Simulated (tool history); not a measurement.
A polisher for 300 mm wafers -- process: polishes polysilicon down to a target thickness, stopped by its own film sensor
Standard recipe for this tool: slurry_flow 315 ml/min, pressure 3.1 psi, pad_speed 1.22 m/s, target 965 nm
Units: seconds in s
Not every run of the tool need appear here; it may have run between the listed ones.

run,day,slurry_flow,pressure,pad_speed,target,wafers since the last listed run,wafers polished on this pad,hours since the slurry nozzle was cleaned,hours since the head pressure was calibrated,"incoming thickness of the incoming film, nm",seconds
1,0,315,3.1,1.04,965,0,82,257.6,582.9,1554.2,58.3
2,0.608,315,3.1,1.04,965,190,273,272.2,597.5,1555,59.2
3,1.55,315,2.8,1.22,1018,294,567,294.8,620.1,1535.7,49.4
4,2.646,315,3.1,0.96,1084,342,910,321.1,646.4,1528.3,47.6
5,3.433,315,3.8,1.22,965,246,1156,340,665.3,1551.5,39.7
6,4.2,315,3.8,1.22,965,239,1396,358.4,683.7,1521,38.5
# day 4.388: worn pad replaced by a new one
7,5.358,315,3.8,1.22,965,310,303,386.2,711.5,1578,42.6
8,5.942,315,3.1,1.22,965,182,485,400.2,725.5,1538.4,48.6
9,6.975,315,3.1,1.22,965,323,808,425,750.3,1555.7,50.4
10,8.417,315,3.1,1.22,965,450,1259,459.6,784.9,1552.4,49.2
# day 9.038: worn pad replaced by a new one
11,9.429,315,2.7,1.02,965,264,122,483.9,809.2,1527.3,65.4
12,10.592,420,3.1,1.22,1098,363,486,511.8,837.1,1566.8,38.8
13,11.808,315,3.1,1.22,965,380,867,541,866.3,1552.9,49.6
14,12.742,315,3.1,1.6,965,291,1158,563.4,888.7,1552.4,37.8
# day 13.25: worn pad replaced by a new one
# day 13.492: slurry nozzle cleaned
15,14.179,315,3.1,1.22,965,384,276,16.5,923.2,1550.6,49.7
16,15.633,315,3.1,1.22,965,454,731,51.4,958.1,1537.1,48.8
17,16.875,360,3.1,1.44,965,388,1120,81.2,987.9,1543.4,40.8
# day 17.254: head pressure recalibrated
18,17.854,315,3.1,1.22,965,280,1400,104.7,14.4,1560.6,49.1
# day 18.429: worn pad replaced by a new one
19,22.254,365,3.1,1.6,965,1324,1196,210.3,120,1542,37
20,23.271,315,3.1,1.5,1109,317,1514,234.7,144.4,1538.6,29.4

Each row is a separate what-if for the run after 20, all from the same tool condition, not one after another. Results?
A,23.288,315,3.1,1.22,1131,5,1519,235.1,144.8,1549.5,?
B,23.288,315,2.4,1.04,965,5,1519,235.1,144.8,1549.5,?
C,23.288,315,2.8,1.58,860,5,1519,235.1,144.8,1549.5,?
D,23.288,365,2.4,1.6,887,5,1519,235.1,144.8,1549.5,?

run,seconds
A,35.8
B,75.8
C,50.5
D,55.4
What these runs would have given with no unlogged condition in the tool:
run,seconds
A,35.8
B,75.8
C,50.5
D,55.4
